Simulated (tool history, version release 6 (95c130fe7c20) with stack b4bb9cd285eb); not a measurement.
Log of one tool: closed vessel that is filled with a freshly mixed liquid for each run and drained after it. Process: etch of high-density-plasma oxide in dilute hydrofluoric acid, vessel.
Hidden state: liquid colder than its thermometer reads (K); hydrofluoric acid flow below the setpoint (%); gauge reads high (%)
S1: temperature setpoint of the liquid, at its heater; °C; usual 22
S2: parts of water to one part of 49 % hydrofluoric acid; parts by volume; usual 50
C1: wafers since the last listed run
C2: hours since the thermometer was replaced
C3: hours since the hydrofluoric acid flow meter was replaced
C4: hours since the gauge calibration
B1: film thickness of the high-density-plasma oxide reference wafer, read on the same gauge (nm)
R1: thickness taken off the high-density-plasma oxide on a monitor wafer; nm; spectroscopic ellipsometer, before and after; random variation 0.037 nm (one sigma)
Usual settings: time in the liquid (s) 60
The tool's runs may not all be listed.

run 1 hour=0 | S1=22 S2=50 time_in_the_liquid_(s)=60 | C1=0 C2=1533.5 C3=901.5 C4=710 | B1=110.02 | R1=9.35
run 2 hour=67.6 | S1=22 S2=50 time_in_the_liquid_(s)=60 | C1=4268 C2=1601.1 C3=969.1 C4=777.6 | B1=110.02 | R1=9.33
run 3 hour=96.4 | S1=22 S2=50 time_in_the_liquid_(s)=60 | C1=1818 C2=1629.9 C3=997.9 C4=806.4 | B1=109.97 | R1=9.3
run 4 hour=128 | S1=22 S2=60 time_in_the_liquid_(s)=80 | C1=1995 C2=1661.5 C3=1029.5 C4=838 | B1=110.01 | R1=10.13
run 5 hour=151.8 | S1=22 S2=60 time_in_the_liquid_(s)=80 | C1=1502 C2=1685.3 C3=1053.3 C4=861.8 | B1=110 | R1=10.13
run 6 hour=168.6 | S1=22 S2=50 time_in_the_liquid_(s)=60 | C1=1060 C2=1702.1 C3=1070.1 C4=878.6 | B1=109.97 | R1=9.18
run 7 hour=191.5 | S1=22 S2=45 time_in_the_liquid_(s)=60 | C1=1446 C2=1725 C3=1093 C4=901.5 | B1=110.01 | R1=10.26
run 8 hour=218.3 | S1=24.5 S2=50 time_in_the_liquid_(s)=60 | C1=1692 C2=1751.8 C3=1119.8 C4=928.3 | B1=110 | R1=10.2
run 9 hour=244.5 | S1=24.5 S2=50 time_in_the_liquid_(s)=60 | C1=1654 C2=1778 C3=1146 C4=954.5 | B1=109.99 | R1=10.13
run 10 hour=262.3 | S1=24.5 S2=50 time_in_the_liquid_(s)=60 | C1=1124 C2=1795.8 C3=1163.8 C4=972.3 | B1=110.04 | R1=10.1
-- hour=267.4 thermometer replaced
run 11 hour=292.6 | S1=22 S2=30 time_in_the_liquid_(s)=60 | C1=1850 C2=25.2 C3=1194.1 C4=1002.6 | B1=110.01 | R1=16.43
run 12 hour=314.1 | S1=22 S2=30 time_in_the_liquid_(s)=60 | C1=1357 C2=46.7 C3=1215.6 C4=1024.1 | B1=110 | R1=16.55
run 13 hour=338.7 | S1=22 S2=50 time_in_the_liquid_(s)=60 | C1=1553 C2=71.3 C3=1240.2 C4=1048.7 | B1=109.98 | R1=9.68
run 14 hour=363.6 | S1=22 S2=50 time_in_the_liquid_(s)=60 | C1=1572 C2=96.2 C3=1265.1 C4=1073.6 | B1=109.98 | R1=9.6
run 15 hour=394.9 | S1=20 S2=50 time_in_the_liquid_(s)=60 | C1=1976 C2=127.5 C3=1296.4 C4=1104.9 | B1=110.01 | R1=8.76
run 16 hour=430.3 | S1=17 S2=50 time_in_the_liquid_(s)=60 | C1=2235 C2=162.9 C3=1331.8 C4=1140.3 | B1=109.99 | R1=7.74
run 17 hour=464.4 | S1=23.5 S2=60 time_in_the_liquid_(s)=45 | C1=2153 C2=197 C3=1365.9 C4=1174.4 | B1=110 | R1=6.24
run 18 hour=489.7 | S1=24.5 S2=30 time_in_the_liquid_(s)=60 | C1=1597 C2=222.3 C3=1391.2 C4=1199.7 | B1=110 | R1=18.19
run 19 hour=511.7 | S1=22 S2=45 time_in_the_liquid_(s)=60 | C1=1389 C2=244.3 C3=1413.2 C4=1221.7 | B1=109.99 | R1=10.64
-- hour=530.9 gauge calibrated
run 20 hour=530.9 | S1=20.5 S2=50 time_in_the_liquid_(s)=45 | C1=1212 C2=263.5 C3=1432.4 C4=0 | B1=110.02 | R1=6.7
run 21 hour=565.9 | S1=22 S2=50 time_in_the_liquid_(s)=40 | C1=2210 C2=298.5 C3=1467.4 C4=35 | B1=109.98 | R1=6.3
run 22 hour=588 | S1=22 S2=50 time_in_the_liquid_(s)=60 | C1=1395 C2=320.6 C3=1489.5 C4=57.1 | B1=110.03 | R1=9.46
-- hour=610.2 hydrofluoric acid flow meter replaced
run 23 hour=620 | S1=22 S2=45 time_in_the_liquid_(s)=60 | C1=1957 C2=352.6 C3=9.8 C4=89.1 | B1=110.03 | R1=11.04
run 24 hour=643.4 | S1=23.5 S2=50 time_in_the_liquid_(s)=70 | C1=1477 C2=376 C3=33.2 C4=112.5 | B1=109.97 | R1=12.34
run 25 hour=659.8 | S1=20.5 S2=50 time_in_the_liquid_(s)=75 | C1=1035 C2=392.4 C3=49.6 C4=128.9 | B1=109.98 | R1=11.56
run 26 hour=739.9 | S1=24 S2=75 time_in_the_liquid_(s)=35 | C1=5058 C2=472.5 C3=129.7 C4=209 | B1=110.01 | R1=4.04
run 27 hour=759.9 | S1=22 S2=40 time_in_the_liquid_(s)=35 | C1=1262 C2=492.5 C3=149.7 C4=229 | B1=110.05 | R1=7.24
run 28 hour=774.9 | S1=24.5 S2=50 time_in_the_liquid_(s)=70 | C1=947 C2=507.5 C3=164.7 C4=244 | B1=110 | R1=12.74
run 29 hour=796.7 | S1=22 S2=50 time_in_the_liquid_(s)=60 | C1=1376 C2=529.3 C3=186.5 C4=265.8 | B1=109.96 | R1=9.73
run 30 hour=817.3 | S1=27 S2=70 time_in_the_liquid_(s)=75 | C1=1300 C2=549.9 C3=207.1 C4=286.4 | B1=109.95 | R1=10.44
run 31 hour=833.1 | S1=22 S2=40 time_in_the_liquid_(s)=75 | C1=997 C2=565.7 C3=222.9 C4=302.2 | B1=110.01 | R1=15.42

Hidden state at the last listed run before each entry between runs and at the first one after, where it differs:
Between runs 10 and 11: thermometer replaced (hour 267.4)
  liquid colder than its thermometer reads (K): 1.42 -> 0.189; hydrofluoric acid flow below the setpoint (%): 3.29 -> 3.38
  measured less the result without the state, R1: -1 -> -0.74 nm
Between runs 19 and 20: gauge calibrated (hour 530.9)
  liquid colder than its thermometer reads (K): 0.356 -> 0.371; hydrofluoric acid flow below the setpoint (%): 3.98 -> 4.04
  measured less the result without the state, R1: -0.64 -> -0.41 nm
Between runs 22 and 23: hydrofluoric acid flow meter replaced (hour 610.2)
  liquid colder than its thermometer reads (K): 0.414 -> 0.438; hydrofluoric acid flow below the setpoint (%): 4.2 -> 0.163
  measured less the result without the state, R1: -0.62 -> -0.22 nm
